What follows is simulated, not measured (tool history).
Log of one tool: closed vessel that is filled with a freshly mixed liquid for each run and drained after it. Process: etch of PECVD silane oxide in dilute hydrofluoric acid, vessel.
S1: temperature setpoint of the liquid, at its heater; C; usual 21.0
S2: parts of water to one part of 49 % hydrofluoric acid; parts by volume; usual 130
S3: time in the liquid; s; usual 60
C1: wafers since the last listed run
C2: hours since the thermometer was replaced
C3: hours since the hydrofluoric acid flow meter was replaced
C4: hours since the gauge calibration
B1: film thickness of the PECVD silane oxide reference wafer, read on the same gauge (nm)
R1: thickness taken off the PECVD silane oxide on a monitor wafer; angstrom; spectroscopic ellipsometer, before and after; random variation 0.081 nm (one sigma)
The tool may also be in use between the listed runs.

{"run": 1, "hour": 0.0, "S1": 21.0, "S2": 130, "S3": 60, "C1": 0, "C2": 1833.6, "C3": 126.7, "C4": 447.0, "B1": 39.98, "R1": 128.2}
{"run": 2, "hour": 45.0, "S1": 21.0, "S2": 130, "S3": 60, "C1": 3844, "C2": 1878.6, "C3": 171.7, "C4": 492.0, "B1": 40.0, "R1": 130.4}
{"run": 3, "hour": 89.6, "S1": 18.5, "S2": 130, "S3": 60, "C1": 3810, "C2": 1923.2, "C3": 216.3, "C4": 536.6, "B1": 39.99, "R1": 119.2}
{"run": 4, "hour": 144.6, "S1": 18.5, "S2": 130, "S3": 60, "C1": 4699, "C2": 1978.2, "C3": 271.3, "C4": 591.6, "B1": 39.99, "R1": 120.0}
{"run": 5, "hour": 191.3, "S1": 18.5, "S2": 130, "S3": 60, "C1": 3990, "C2": 2024.9, "C3": 318.0, "C4": 638.3, "B1": 40.02, "R1": 121.9}
{"hour": 235.6, "done": "hydrofluoric acid flow meter replaced"}
{"run": 6, "hour": 243.2, "S1": 21.0, "S2": 130, "S3": 60, "C1": 4349, "C2": 2076.8, "C3": 7.6, "C4": 690.2, "B1": 40.01, "R1": 123.4}
{"run": 7, "hour": 270.9, "S1": 21.0, "S2": 130, "S3": 60, "C1": 2366, "C2": 2104.5, "C3": 35.3, "C4": 717.9, "B1": 39.99, "R1": 125.2}
{"run": 8, "hour": 302.1, "S1": 21.0, "S2": 130, "S3": 60, "C1": 2665, "C2": 2135.7, "C3": 66.5, "C4": 749.1, "B1": 40.01, "R1": 126.3}
{"run": 9, "hour": 343.8, "S1": 21.0, "S2": 130, "S3": 85, "C1": 3563, "C2": 2177.4, "C3": 108.2, "C4": 790.8, "B1": 40.0, "R1": 178.3}
{"run": 10, "hour": 379.4, "S1": 18.0, "S2": 180, "S3": 60, "C1": 3041, "C2": 2213.0, "C3": 143.8, "C4": 826.4, "B1": 40.0, "R1": 78.7}
{"run": 11, "hour": 432.7, "S1": 21.0, "S2": 130, "S3": 40, "C1": 4554, "C2": 2266.3, "C3": 197.1, "C4": 879.7, "B1": 39.98, "R1": 86.6}
{"run": 12, "hour": 496.7, "S1": 21.0, "S2": 85, "S3": 60, "C1": 5468, "C2": 2330.3, "C3": 261.1, "C4": 943.7, "B1": 39.99, "R1": 210.2}
{"hour": 553.7, "done": "gauge calibrated"}
{"run": 13, "hour": 556.4, "S1": 21.0, "S2": 130, "S3": 60, "C1": 5101, "C2": 2390.0, "C3": 320.8, "C4": 2.7, "B1": 39.99, "R1": 135.6}
{"run": 14, "hour": 588.9, "S1": 23.5, "S2": 130, "S3": 60, "C1": 2776, "C2": 2422.5, "C3": 353.3, "C4": 35.2, "B1": 40.02, "R1": 148.1}
{"hour": 629.7, "done": "hydrofluoric acid flow meter replaced"}
{"run": 15, "hour": 633.6, "S1": 21.0, "S2": 130, "S3": 60, "C1": 3733, "C2": 2467.2, "C3": 3.9, "C4": 79.9, "B1": 39.99, "R1": 126.2}
{"run": 16, "hour": 663.1, "S1": 23.0, "S2": 130, "S3": 40, "C1": 2520, "C2": 2496.7, "C3": 33.4, "C4": 109.4, "B1": 39.98, "R1": 92.4}
{"run": 17, "hour": 705.7, "S1": 21.0, "S2": 130, "S3": 70, "C1": 3639, "C2": 2539.3, "C3": 76.0, "C4": 152.0, "B1": 39.98, "R1": 146.6}
{"run": 18, "hour": 744.4, "S1": 23.5, "S2": 75, "S3": 50, "C1": 3306, "C2": 2578.0, "C3": 114.7, "C4": 190.7, "B1": 40.02, "R1": 219.6}
{"hour": 758.5, "done": "thermometer replaced"}
{"run": 19, "hour": 780.6, "S1": 17.0, "S2": 130, "S3": 60, "C1": 3007, "C2": 22.1, "C3": 150.9, "C4": 226.9, "B1": 39.98, "R1": 111.4}
{"run": 20, "hour": 851.6, "S1": 22.5, "S2": 130, "S3": 35, "C1": 6066, "C2": 93.1, "C3": 221.9, "C4": 297.9, "B1": 40.0, "R1": 80.9}
{"run": 21, "hour": 884.6, "S1": 18.5, "S2": 130, "S3": 60, "C1": 2819, "C2": 126.1, "C3": 254.9, "C4": 330.9, "B1": 40.0, "R1": 117.7}
{"run": 22, "hour": 955.8, "S1": 23.0, "S2": 80, "S3": 50, "C1": 6083, "C2": 197.3, "C3": 326.1, "C4": 402.1, "B1": 40.0, "R1": 208.7}
{"run": 23, "hour": 989.0, "S1": 21.0, "S2": 130, "S3": 60, "C1": 2836, "C2": 230.5, "C3": 359.3, "C4": 435.3, "B1": 40.0, "R1": 135.2}
{"hour": 1014.0, "done": "hydrofluoric acid flow meter replaced"}
{"run": 24, "hour": 1047.4, "S1": 21.0, "S2": 150, "S3": 30, "C1": 4904, "C2": 288.9, "C3": 33.4, "C4": 493.7, "B1": 40.03, "R1": 53.9}
{"run": 25, "hour": 1100.6, "S1": 25.0, "S2": 105, "S3": 90, "C1": 4545, "C2": 342.1, "C3": 86.6, "C4": 546.9, "B1": 40.03, "R1": 284.4}
{"run": 26, "hour": 1151.8, "S1": 21.0, "S2": 130, "S3": 60, "C1": 4374, "C2": 393.3, "C3": 137.8, "C4": 598.1, "B1": 40.03, "R1": 128.5}
{"run": 27, "hour": 1201.2, "S1": 19.0, "S2": 115, "S3": 30, "C1": 4220, "C2": 442.7, "C3": 187.2, "C4": 647.5, "B1": 39.99, "R1": 69.1}
{"run": 28, "hour": 1258.1, "S1": 21.0, "S2": 130, "S3": 60, "C1": 4861, "C2": 499.6, "C3": 244.1, "C4": 704.4, "B1": 40.0, "R1": 132.5}
{"run": 29, "hour": 1321.5, "S1": 17.5, "S2": 190, "S3": 95, "C1": 5417, "C2": 563.0, "C3": 307.5, "C4": 767.8, "B1": 40.01, "R1": 120.5}
{"run": 30, "hour": 1350.8, "S1": 24.5, "S2": 155, "S3": 45, "C1": 2503, "C2": 592.3, "C3": 336.8, "C4": 797.1, "B1": 40.0, "R1": 95.3}
{"run": 31, "hour": 1396.4, "S1": 22.5, "S2": 130, "S3": 60, "C1": 3896, "C2": 637.9, "C3": 382.4, "C4": 842.7, "B1": 40.0, "R1": 143.8}

Hidden state at the last listed run before each entry between runs and at the first one after, where it differs:
Between runs 5 and 6: hydrofluoric acid flow meter replaced (hour 235.6)
  hydrofluoric acid flow above the setpoint (%): 6.38 -> 0.163
  measured less the result without the state, R1: +8.2 -> +0.2 angstrom
Between runs 12 and 13: gauge calibrated (hour 553.7)
  hydrofluoric acid flow above the setpoint (%): 5.16 -> 6.33
  measured less the result without the state, R1: +11.3 -> +9.2 angstrom
Between runs 14 and 15: hydrofluoric acid flow meter replaced (hour 629.7)
  hydrofluoric acid flow above the setpoint (%): 6.97 -> 0.461
  measured less the result without the state, R1: +11.0 -> +0.6 angstrom
Between runs 18 and 19: thermometer replaced (hour 758.5)
  hydrofluoric acid flow above the setpoint (%): 2.64 -> 3.36
  measured less the result without the state, R1: +6.2 -> +4.1 angstrom
Between runs 23 and 24: hydrofluoric acid flow meter replaced (hour 1014.0)
  hydrofluoric acid flow above the setpoint (%): 7.46 -> 1.31
  measured less the result without the state, R1: +10.6 -> +0.8 angstrom
